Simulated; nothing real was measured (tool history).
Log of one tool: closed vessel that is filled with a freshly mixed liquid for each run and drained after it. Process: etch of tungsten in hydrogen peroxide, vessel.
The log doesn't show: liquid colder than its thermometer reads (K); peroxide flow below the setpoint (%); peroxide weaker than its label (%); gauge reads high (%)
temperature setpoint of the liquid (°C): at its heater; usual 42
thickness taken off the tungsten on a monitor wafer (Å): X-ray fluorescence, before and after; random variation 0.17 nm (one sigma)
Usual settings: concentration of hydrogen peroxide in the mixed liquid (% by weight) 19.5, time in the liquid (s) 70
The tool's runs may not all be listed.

run    hour  temperature setpoint of the liquid (°C)  concentration of hydrogen peroxide in the mixed liquid (% by weight)  time in the liquid (s)  wafers since the last listed run  hours since the thermometer was replaced  hours since the peroxide flow meter was replaced  hours since the drum of peroxide was connected  hours since the gauge calibration  read-back film thickness of the tungsten reference wafer, read on the same gauge (nm)  thickness taken off the tungsten on a monitor wafer (Å)
  1       0                                       42                                                                  19.5                      70                                 0                                    1433.5                                             109.9                                           211.2                             2892.1                                                                                  40.01                                                    499.4
  2    38.1                                       42                                                                  19.5                      70                              3373                                    1471.6                                               148                                           249.3                             2930.2                                                                                     40                                                    498.8
  3   125.4                                       42                                                                  19.5                      70                              7730                                    1558.9                                             235.3                                           336.6                             3017.5                                                                                  40.02                                                    499.7
  4   182.4                                       42                                                                  19.5                      70                              5047                                    1615.9                                             292.3                                           393.6                             3074.5                                                                                  39.99                                                    498.5
  5   230.4                                       42                                                                  19.5                      70                              4250                                    1663.9                                             340.3                                           441.6                             3122.5                                                                                  39.98                                                    498.1
  6   302.2                                       42                                                                  19.5                      70                              6358                                    1735.7                                             412.1                                           513.4                             3194.3                                                                                  39.99                                                    499.5
  7   370.8                                       42                                                                  17.5                      70                              6074                                    1804.3                                             480.7                                             582                             3262.9                                                                                  39.98                                                    473.3
      451.5  -- thermometer replaced
  8   457.4                                       34                                                                  19.5                      60                              7580                                       5.9                                             567.3                                           668.6                             3349.5                                                                                  39.97                                                      260
      549.7  -- new drum of peroxide connected
  9   550.2                                       42                                                                  19.5                      90                              8129                                      98.7                                             660.1                                             0.5                             3442.3                                                                                  39.99                                                    657.6
      593.7  -- peroxide flow meter replaced
 10   614.7                                       37                                                                  19.5                      45                              5623                                     163.2                                                21                                              65                             3506.8                                                                                  40.03                                                    236.9
 11   682.6                                     46.5                                                                  14.5                      80                              6012                                     231.1                                              88.9                                           132.9                             3574.7                                                                                  39.99                                                    669.9
 12     784                                       39                                                                    24                      70                              8979                                     332.5                                             190.3                                           234.3                             3676.1                                                                                  40.01                                                    465.2
 13   875.8                                       36                                                                    15                      95                              8129                                     424.3                                             282.1                                           326.1                             3767.9                                                                                  39.98                                                    409.2
 14   965.9                                       51                                                                  15.5                     100                              7978                                     514.4                                             372.2                                           416.2                               3858                                                                                  39.99                                                   1138.9
      992.4  -- gauge calibrated
 15  1053.3                                       42                                                                  19.5                      70                              7739                                     601.8                                             459.6                                           503.6                               60.9                                                                                  40.02                                                    508.9
 16  1148.9                                     35.5                                                                  25.5                      30                              8465                                     697.4                                             555.2                                           599.2                              156.5                                                                                     40                                                    161.7
 17  1251.7                                       42                                                                  19.5                      85                              9103                                     800.2                                               658                                             702                              259.3                                                                                     40                                                    618.2
     1287.2  -- new drum of peroxide connected
 18  1329.5                                       37                                                                    24                      40                              6800                                       878                                             735.8                                            42.3                              337.1                                                                                  40.04                                                    230.3
     1450.8  -- peroxide flow meter replaced
 19  1480.4                                       42                                                                  19.5                      70                             13273                                    1028.9                                              29.6                                           193.2                                488                                                                                  39.98                                                    505.6
 20  1525.6                                       52                                                                    25                      70                              4002                                    1074.1                                              74.8                                           238.4                              533.2                                                                                  39.99                                                   1061.3
 21  1561.8                                       42                                                                  17.5                      50                              3205                                    1110.3                                               111                                           274.6                              569.4                                                                                  40.01                                                    340.4
 22  1625.3                                       51                                                                  23.5                      85                              5623                                    1173.8                                             174.5                                           338.1                              632.9                                                                                  39.99                                                   1182.2
 23  1717.2                                       42                                                                  19.5                      70                              8137                                    1265.7                                             266.4                                             430                              724.8                                                                                  39.99                                                    500.6
 24  1785.8                                       42                                                                    18                     100                              6074                                    1334.3                                               335                                           498.6                              793.4                                                                                  40.01                                                    691.4
 25  1868.6                                       35                                                                    14                      95                              7332                                    1417.1                                             417.8                                           581.4                              876.2                                                                                  40.01                                                      363
 26  1954.2                                       50                                                                  24.5                      60                              7580                                    1502.7                                             503.4                                             667                              961.8                                                                                  39.98                                                    797.2
 27  2027.5                                       51                                                                  19.5                      40                              6490                                      1576                                             576.7                                           740.3                             1035.1                                                                                     40                                                      504
     2124.7  -- new drum of peroxide connected
     2142.5  -- peroxide flow meter replaced
 28  2195.4                                     39.5                                                                  19.5                      70                             14690                                    1743.9                                              52.9                                            70.7                               1203                                                                                  40.01                                                    425.1
 29  2252.9                                     36.5                                                                    25                      95                              5091                                    1801.4                                             110.4                                           128.2                             1260.5                                                                                  39.97                                                    535.1
 30  2340.4                                       42                                                                  19.5                      70                              7748                                    1888.9                                             197.9                                           215.7                               1348                                                                                  40.01                                                    499.8

Hidden state at the last listed run before each entry between runs and at the first one after, where it differs:
Between runs 7 and 8: thermometer replaced (hour 451.5)
  liquid colder than its thermometer reads (K): 0.489 -> 0.0116
  measured less the result without the state, thickness taken off the tungsten on a monitor wafer (Å): -15.2 -> -0.2
Between runs 8 and 9: new drum of peroxide connected (hour 549.7)
  liquid colder than its thermometer reads (K): 0.0116 -> 0.0347
  measured less the result without the state, thickness taken off the tungsten on a monitor wafer (Å): -0.2 -> -1.3
Between runs 9 and 10: peroxide flow meter replaced (hour 593.7)
  liquid colder than its thermometer reads (K): 0.0347 -> 0.0507
  measured less the result without the state, thickness taken off the tungsten on a monitor wafer (Å): -1.3 -> -0.8
Between runs 14 and 15: gauge calibrated (hour 992.4)
  liquid colder than its thermometer reads (K): 0.138 -> 0.16
  measured less the result without the state, thickness taken off the tungsten on a monitor wafer (Å): -9.7 -> -5.3
Between runs 17 and 18: new drum of peroxide connected (hour 1287.2)
  liquid colder than its thermometer reads (K): 0.209 -> 0.229
  measured less the result without the state, thickness taken off the tungsten on a monitor wafer (Å): -8.5 -> -3.5
Between runs 18 and 19: peroxide flow meter replaced (hour 1450.8)
  liquid colder than its thermometer reads (K): 0.229 -> 0.266
  measured less the result without the state, thickness taken off the tungsten on a monitor wafer (Å): -3.5 -> -8.9
Between runs 27 and 28: new drum of peroxide connected (hour 2124.7); peroxide flow meter replaced (hour 2142.5)
  liquid colder than its thermometer reads (K): 0.402 -> 0.444
  measured less the result without the state, thickness taken off the tungsten on a monitor wafer (Å): -12.4 -> -12.4
